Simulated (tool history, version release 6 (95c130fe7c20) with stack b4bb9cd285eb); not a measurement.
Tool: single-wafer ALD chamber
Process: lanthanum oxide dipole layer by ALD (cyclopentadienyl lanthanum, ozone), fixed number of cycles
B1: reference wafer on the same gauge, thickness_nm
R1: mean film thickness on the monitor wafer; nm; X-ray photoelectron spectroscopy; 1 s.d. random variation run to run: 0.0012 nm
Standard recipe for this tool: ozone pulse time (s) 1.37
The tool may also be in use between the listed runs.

Run 1, day 0.000: usual settings; B1 0.429. Result: R1 0.478 nm.
Run 2, day 0.521: usual settings; B1 0.429. Result: R1 0.478 nm.
Run 3, day 0.825: usual settings; B1 0.429. Result: R1 0.478 nm.
Run 4, day 1.383: usual settings; B1 0.429. Result: R1 0.476 nm.
Run 5, day 2.004: usual settings; B1 0.429. Result: R1 0.475 nm.
Run 6, day 2.529: usual settings; B1 0.429. Result: R1 0.473 nm.
Run 7, day 2.996: usual settings; B1 0.429. Result: R1 0.476 nm.
Run 8, day 3.650: usual settings but ozone pulse time (s) 1.79; B1 0.429. Result: R1 0.502 nm.
Run 9, day 3.688: usual settings but ozone pulse time (s) 1.79; B1 0.429. Result: R1 0.502 nm.
Run 10, day 4.312: usual settings but ozone pulse time (s) 1.79; B1 0.429. Result: R1 0.500 nm.
Run 11, day 6.058: usual settings; B1 0.429. Result: R1 0.471 nm.
Run 12, day 6.358: usual settings but ozone pulse time (s) 0.93; B1 0.429. Result: R1 0.410 nm.
Run 13, day 6.746: usual settings but ozone pulse time (s) 0.99; B1 0.429. Result: R1 0.421 nm.
Run 14, day 7.138: usual settings; B1 0.429. Result: R1 0.469 nm.
Run 15, day 7.488: usual settings but ozone pulse time (s) 1.77; B1 0.429. Result: R1 0.500 nm.
Run 16, day 7.883: usual settings but ozone pulse time (s) 1.82; B1 0.429. Result: R1 0.517 nm.
Run 17, day 8.112: usual settings but ozone pulse time (s) 1.61; B1 0.429. Result: R1 0.508 nm.
Run 18, day 8.667: usual settings; B1 0.429. Result: R1 0.496 nm.
Run 19, day 8.946: usual settings but ozone pulse time (s) 1.85; B1 0.429. Result: R1 0.520 nm.
Run 20, day 9.562: usual settings but ozone pulse time (s) 1.89; B1 0.429. Result: R1 0.517 nm.
Run 21, day 9.912: usual settings; B1 0.429. Result: R1 0.494 nm.
Run 22, day 10.225: usual settings but ozone pulse time (s) 1.57; B1 0.429. Result: R1 0.508 nm.
Run 23, day 10.788: usual settings but ozone pulse time (s) 1.65; B1 0.429. Result: R1 0.510 nm.
Run 24, day 11.417: usual settings but ozone pulse time (s) 1.90; B1 0.429. Result: R1 0.519 nm.

Withheld: 4 entries from between the runs. Position of each, and hidden state at the listed run before versus the listed run after:
Run 7 -> run 8: thermocouple changed; heater temperature recalibrated (day 3.533); showerhead replaced (day 3.629)
  ozone dose above that of a generator just serviced (%): -18.1 -> -18.5
  measured result minus the result with no hidden state, R1: -0.022 -> -0.014 nm
Run 14 -> run 15: gauge calibrated (day 7.250)
  ozone dose above that of a generator just serviced (%): -21 -> -21.2
  measured result minus the result with no hidden state, R1: -0.027 -> -0.017 nm
Run 15 -> run 16: ozone generator serviced (day 7.862)
  ozone dose above that of a generator just serviced (%): -21.2 -> -1.21
  measured result minus the result with no hidden state, R1: -0.017 -> +0.000 nm

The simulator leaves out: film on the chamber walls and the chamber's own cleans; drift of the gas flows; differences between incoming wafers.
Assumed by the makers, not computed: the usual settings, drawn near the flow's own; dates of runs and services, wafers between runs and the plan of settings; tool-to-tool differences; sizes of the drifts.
